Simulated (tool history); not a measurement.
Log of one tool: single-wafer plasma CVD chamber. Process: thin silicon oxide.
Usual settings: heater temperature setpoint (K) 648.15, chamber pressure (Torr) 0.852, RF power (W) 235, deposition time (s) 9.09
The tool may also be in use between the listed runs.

| run | day | heater temperature setpoint (K) | chamber pressure (Torr) | RF power (W) | deposition time (s) | wafers since the last listed run | hours since the last thermocouple change | hours since the last RF generator calibration | hours since the last manometer calibration | hours since the showerhead was replaced | hours since the gauge calibration | read-back reference wafer on the same gauge, thickness_nm | mean film thickness on the monitor wafer (angstrom) |
|---|---|---|---|---|---|---|---|---|---|---|---|---|---|
| 1 | 0.000 | 648.15 | 0.852 | 235 | 9.09 | 0 | 1865.5 | 2079.7 | 1997.8 | 3868.0 | 82.5 | 12.400 | 152.00 |
| 2 | 0.646 | 648.15 | 0.852 | 235 | 9.09 | 489 | 1881.0 | 2095.2 | 2013.3 | 3883.5 | 98.0 | 12.411 | 151.49 |
| 3 | 0.996 | 648.15 | 0.852 | 235 | 9.09 | 265 | 1889.4 | 2103.6 | 2021.7 | 3891.9 | 106.4 | 12.408 | 152.95 |
| 4 | 1.362 | 648.15 | 0.852 | 235 | 9.09 | 277 | 1898.2 | 2112.4 | 2030.5 | 3900.7 | 115.2 | 12.410 | 153.32 |
| 5 | 1.771 | 648.15 | 0.852 | 235 | 8.28 | 309 | 1908.0 | 2122.2 | 2040.3 | 3910.5 | 125.0 | 12.397 | 139.09 |
| 6 | 2.396 | 648.15 | 0.852 | 235 | 8.28 | 473 | 1923.0 | 2137.2 | 2055.3 | 3925.5 | 140.0 | 12.390 | 138.48 |
| 7 | 2.796 | 648.15 | 0.852 | 235 | 8.28 | 302 | 1932.6 | 2146.8 | 2064.9 | 3935.1 | 149.6 | 12.404 | 139.48 |
| 8 | 3.433 | 648.15 | 0.852 | 235 | 9.09 | 482 | 1947.9 | 2162.1 | 2080.2 | 3950.4 | 164.9 | 12.402 | 152.20 |
| 9 | 4.154 | 648.15 | 0.852 | 235 | 9.09 | 545 | 1965.2 | 2179.4 | 2097.5 | 3967.7 | 182.2 | 12.405 | 153.17 |
| 10 | 4.433 | 648.15 | 0.852 | 235 | 9.09 | 211 | 1971.9 | 2186.1 | 2104.2 | 3974.4 | 188.9 | 12.393 | 153.89 |
| 11 | 5.058 | 648.15 | 0.852 | 235 | 9.98 | 473 | 1986.9 | 2201.1 | 2119.2 | 3989.4 | 203.9 | 12.394 | 165.60 |
| 12 | 5.600 | 648.15 | 0.852 | 235 | 9.98 | 410 | 1999.9 | 2214.1 | 2132.2 | 4002.4 | 216.9 | 12.407 | 166.48 |
| 13 | 6.146 | 648.15 | 0.852 | 225 | 9.09 | 413 | 2013.0 | 2227.2 | 2145.3 | 4015.5 | 230.0 | 12.395 | 150.29 |
|  | 7.958 | showerhead replaced |
| 14 | 7.979 | 635.15 | 0.852 | 235 | 9.86 | 1135 | 2057.0 | 2271.2 | 2189.3 | 0.5 | 274.0 | 12.393 | 166.93 |
| 15 | 8.200 | 648.15 | 0.852 | 235 | 9.09 | 167 | 2062.3 | 2276.5 | 2194.6 | 5.8 | 279.3 | 12.404 | 153.65 |
|  | 8.633 | RF generator calibrated |
|  | 8.667 | thermocouple changed; heater temperature recalibrated |
| 16 | 8.708 | 648.15 | 0.852 | 235 | 9.09 | 107 | 1.0 | 1.8 | 2206.8 | 18.0 | 291.5 | 12.403 | 152.17 |
|  | 9.304 | capacitance manometer re-zeroed and calibrated |
| 17 | 9.458 | 648.15 | 0.852 | 235 | 8.28 | 315 | 19.0 | 19.8 | 3.7 | 36.0 | 309.5 | 12.397 | 138.79 |
| 18 | 9.746 | 643.15 | 0.911 | 265 | 8.50 | 217 | 25.9 | 26.7 | 10.6 | 42.9 | 316.4 | 12.391 | 159.01 |
| 19 | 10.458 | 648.15 | 0.713 | 235 | 9.09 | 539 | 43.0 | 43.8 | 27.7 | 60.0 | 333.5 | 12.396 | 134.64 |
|  | 10.712 | gauge calibrated |
| 20 | 10.754 | 659.15 | 1.039 | 250 | 9.09 | 224 | 50.1 | 50.9 | 34.8 | 67.1 | 1.0 | 12.396 | 177.10 |
| 21 | 11.429 | 643.15 | 0.911 | 265 | 8.50 | 511 | 66.3 | 67.1 | 51.0 | 83.3 | 17.2 | 12.384 | 158.37 |
| 22 | 11.954 | 653.15 | 0.852 | 235 | 9.09 | 397 | 78.9 | 79.7 | 63.6 | 95.9 | 29.8 | 12.406 | 151.48 |
| 23 | 12.375 | 648.15 | 0.968 | 260 | 8.34 | 318 | 89.0 | 89.8 | 73.7 | 106.0 | 39.9 | 12.390 | 161.63 |
| 24 | 13.092 | 648.15 | 0.852 | 205 | 10.60 | 542 | 106.2 | 107.0 | 90.9 | 123.2 | 57.1 | 12.404 | 168.06 |
| 25 | 13.562 | 648.15 | 1.007 | 205 | 10.36 | 356 | 117.5 | 118.3 | 102.2 | 134.5 | 68.4 | 12.402 | 179.93 |
| 26 | 15.242 | 648.15 | 0.852 | 235 | 9.09 | 1271 | 157.8 | 158.6 | 142.5 | 174.8 | 108.7 | 12.413 | 151.61 |

Forecast each of these 5 alternatives for the next run:
| A | 15.258 | 660.15 | 0.852 | 235 | 9.09 | 12 | 158.2 | 159.0 | 142.9 | 175.2 | 109.1 | ? | ? |
| B | 15.258 | 658.15 | 0.852 | 210 | 9.73 | 12 | 158.2 | 159.0 | 142.9 | 175.2 | 109.1 | ? | ? |
| C | 15.258 | 657.15 | 1.017 | 195 | 9.93 | 12 | 158.2 | 159.0 | 142.9 | 175.2 | 109.1 | ? | ? |
| D | 15.258 | 648.15 | 0.852 | 220 | 10.38 | 12 | 158.2 | 159.0 | 142.9 | 175.2 | 109.1 | ? | ? |
| E | 15.258 | 636.15 | 0.768 | 255 | 9.09 | 12 | 158.2 | 159.0 | 142.9 | 175.2 | 109.1 | ? | ? |

| run | read-back reference wafer on the same gauge, thickness_nm | mean film thickness on the monitor wafer (angstrom) |
|---|---|---|
| A | 12.400 | 151.13 |
| B | 12.400 | 153.03 |
| C | 12.400 | 168.52 |
| D | 12.400 | 168.44 |
| E | 12.400 | 149.24 |
Without the tool's hidden state the same runs would have given:
| run | mean film thickness on the monitor wafer (angstrom) |
|---|---|
| A | 151.13 |
| B | 153.03 |
| C | 168.52 |
| D | 168.44 |
| E | 149.24 |

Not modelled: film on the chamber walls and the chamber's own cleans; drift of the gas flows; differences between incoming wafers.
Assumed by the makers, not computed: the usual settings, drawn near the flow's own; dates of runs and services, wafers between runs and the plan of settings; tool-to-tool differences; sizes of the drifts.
